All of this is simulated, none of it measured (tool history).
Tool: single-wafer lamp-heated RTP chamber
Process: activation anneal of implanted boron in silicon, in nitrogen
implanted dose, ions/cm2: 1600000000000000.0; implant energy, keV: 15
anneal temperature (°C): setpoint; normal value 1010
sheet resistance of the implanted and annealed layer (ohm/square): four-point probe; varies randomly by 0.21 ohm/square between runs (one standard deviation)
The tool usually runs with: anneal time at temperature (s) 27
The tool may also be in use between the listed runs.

run	hour	anneal temperature (°C)	anneal time at temperature (s)	wafers since the last listed run	wafers since the last pyrometer calibration	wafers since the reflector plate was cleaned	hours since the gauge calibration	read-back reference wafer on the same gauge, sheet resistance	sheet resistance of the implanted and annealed layer (ohm/square)
1	0.0	991	27	0	1271	7216	84.6	86.28	82.83
2	7.6	991	27	161	1433	7377	92.2	86.18	82.75
3	15.0	1010	27	157	1590	7534	99.6	86.29	77.31
4	32.0	999	27	361	1951	7895	116.6	86.19	79.68
5	45.5	999	27	286	2238	8182	130.1	86.20	79.52
6	61.4	1010	27	337	2576	8520	146.0	86.13	76.46
# hour 75.8: pyrometer window cleaned and pyrometer calibrated
# hour 75.9: gauge calibrated
7	76.3	1010	27	146	10	8666	0.4	86.16	75.65
8	83.7	1010	27	157	167	8824	7.8	86.25	75.92
9	100.3	1010	33	352	520	9176	24.4	86.18	74.51
10	106.4	1024	43	129	649	9306	30.5	86.17	71.26
# hour 121.6: pyrometer window cleaned and pyrometer calibrated, repeated, since the last time left the tool worse
11	122.1	983	11	163	11	9469	46.2	86.20	93.07
12	131.9	1010	34	208	219	9678	56.0	86.20	77.72
# hour 146.3: reflector plate cleaned
13	148.6	1010	27	184	404	48	72.7	86.16	78.10
14	162.3	1025	36	291	695	339	86.4	86.13	73.85
15	171.9	1010	27	203	899	543	96.0	86.21	77.73
16	186.4	999	13	308	1207	851	110.5	86.23	83.15
17	196.9	1010	14	223	1430	1074	121.0	86.22	79.83

Expected results for the next run?
18	209.7	999	40	271	1702	1346	133.8	?	?

Run 18 gave read-back reference wafer on the same gauge, sheet resistance 86.28, sheet resistance of the implanted and annealed layer (ohm/square) 78.62.
If the tool had no hidden condition, the same run with the same run-to-run variation would have returned sheet resistance of the implanted and annealed layer (ohm/square) 79.99.
